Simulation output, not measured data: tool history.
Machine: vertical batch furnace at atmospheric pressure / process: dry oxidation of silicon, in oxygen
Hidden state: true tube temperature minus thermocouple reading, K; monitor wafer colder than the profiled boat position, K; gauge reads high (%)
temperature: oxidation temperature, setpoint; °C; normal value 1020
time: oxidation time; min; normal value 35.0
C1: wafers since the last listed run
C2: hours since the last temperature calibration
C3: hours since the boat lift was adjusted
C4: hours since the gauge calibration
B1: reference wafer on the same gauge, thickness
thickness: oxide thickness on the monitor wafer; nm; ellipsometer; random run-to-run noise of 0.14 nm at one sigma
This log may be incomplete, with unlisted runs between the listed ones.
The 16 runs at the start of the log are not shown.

run 17 day=43.550 | temperature=1040 time=52.0 | C1=1164 C2=585.5 C3=295.3 C4=395.1 | B1=53.67 | thickness=71.90
run 18 day=45.667 | temperature=1041 time=35.0 | C1=838 C2=636.3 C3=346.1 C4=445.9 | B1=53.67 | thickness=56.50
run 19 day=48.058 | temperature=1034 time=50.0 | C1=947 C2=693.7 C3=403.5 C4=503.3 | B1=53.55 | thickness=66.27
run 20 day=50.012 | temperature=1043 time=39.5 | C1=774 C2=740.6 C3=450.4 C4=550.2 | B1=53.63 | thickness=61.97
run 21 day=52.267 | temperature=1020 time=49.0 | C1=893 C2=794.7 C3=504.5 C4=604.3 | B1=53.66 | thickness=57.84
run 22 day=53.642 | temperature=1001 time=21.0 | C1=545 C2=827.7 C3=537.5 C4=637.3 | B1=53.57 | thickness=29.46
run 23 day=54.733 | temperature=1020 time=35.0 | C1=432 C2=853.9 C3=563.7 C4=663.5 | B1=53.53 | thickness=46.79
run 24 day=56.429 | temperature=1036 time=28.5 | C1=672 C2=894.6 C3=604.4 C4=704.2 | B1=53.65 | thickness=48.11
run 25 day=58.712 | temperature=1004 time=28.5 | C1=905 C2=949.4 C3=659.2 C4=759.0 | B1=53.60 | thickness=36.09
run 26 day=61.225 | temperature=1037 time=24.0 | C1=995 C2=1009.7 C3=719.5 C4=819.3 | B1=53.61 | thickness=43.73
run 27 day=64.079 | temperature=1011 time=20.5 | C1=1131 C2=1078.2 C3=788.0 C4=887.8 | B1=53.57 | thickness=31.90
run 28 day=66.933 | temperature=1033 time=31.5 | C1=1131 C2=1146.7 C3=856.5 C4=956.3 | B1=53.62 | thickness=49.68
run 29 day=72.829 | temperature=1000 time=46.5 | C1=2336 C2=1288.2 C3=998.0 C4=1097.8 | B1=53.52 | thickness=46.13
run 30 day=74.829 | temperature=1020 time=35.0 | C1=792 C2=1336.2 C3=1046.0 C4=1145.8 | B1=53.63 | thickness=46.92
run 31 day=77.812 | temperature=1020 time=35.0 | C1=1182 C2=1407.8 C3=1117.6 C4=1217.4 | B1=53.56 | thickness=46.52
run 32 day=80.071 | temperature=1020 time=35.0 | C1=895 C2=1462.0 C3=1171.8 C4=1271.6 | B1=53.60 | thickness=46.72
run 33 day=82.425 | temperature=1004 time=22.5 | C1=933 C2=1518.5 C3=1228.3 C4=1328.1 | B1=53.67 | thickness=31.50
run 34 day=84.121 | temperature=1010 time=35.0 | C1=672 C2=1559.2 C3=1269.0 C4=1368.8 | B1=53.63 | thickness=42.81
run 35 day=86.825 | temperature=1027 time=46.0 | C1=1071 C2=1624.1 C3=1333.9 C4=1433.7 | B1=53.54 | thickness=58.85
run 36 day=88.788 | temperature=1001 time=51.5 | C1=777 C2=1671.2 C3=1381.0 C4=1480.8 | B1=53.56 | thickness=49.84
run 37 day=90.079 | temperature=998 time=35.0 | C1=511 C2=1702.2 C3=1412.0 C4=1511.8 | B1=53.64 | thickness=37.94
run 38 day=92.317 | temperature=1020 time=35.0 | C1=886 C2=1755.9 C3=1465.7 C4=1565.5 | B1=53.57 | thickness=46.64
run 39 day=94.008 | temperature=1030 time=46.0 | C1=670 C2=1796.5 C3=1506.3 C4=1606.1 | B1=53.60 | thickness=60.72
run 40 day=95.033 | temperature=1020 time=35.0 | C1=406 C2=1821.1 C3=1530.9 C4=1630.7 | B1=53.58 | thickness=47.01

Alternative continuations, all from the tool just after run 40; predict every row:
run A day=95.233 | temperature=1020 time=18.5 | C1=79 C2=1825.9 C3=1535.7 C4=1635.5 | B1=? | thickness=?
run B day=95.233 | temperature=1043 time=35.0 | C1=79 C2=1825.9 C3=1535.7 C4=1635.5 | B1=? | thickness=?
run C day=95.233 | temperature=1044 time=49.0 | C1=79 C2=1825.9 C3=1535.7 C4=1635.5 | B1=? | thickness=?

run=A B1=53.58 thickness=32.46
run=B B1=53.58 thickness=57.36
run=C B1=53.58 thickness=71.30
With no hidden state in the tool, these same runs would have given:
run=A thickness=32.73
run=B thickness=57.86
run=C thickness=71.93
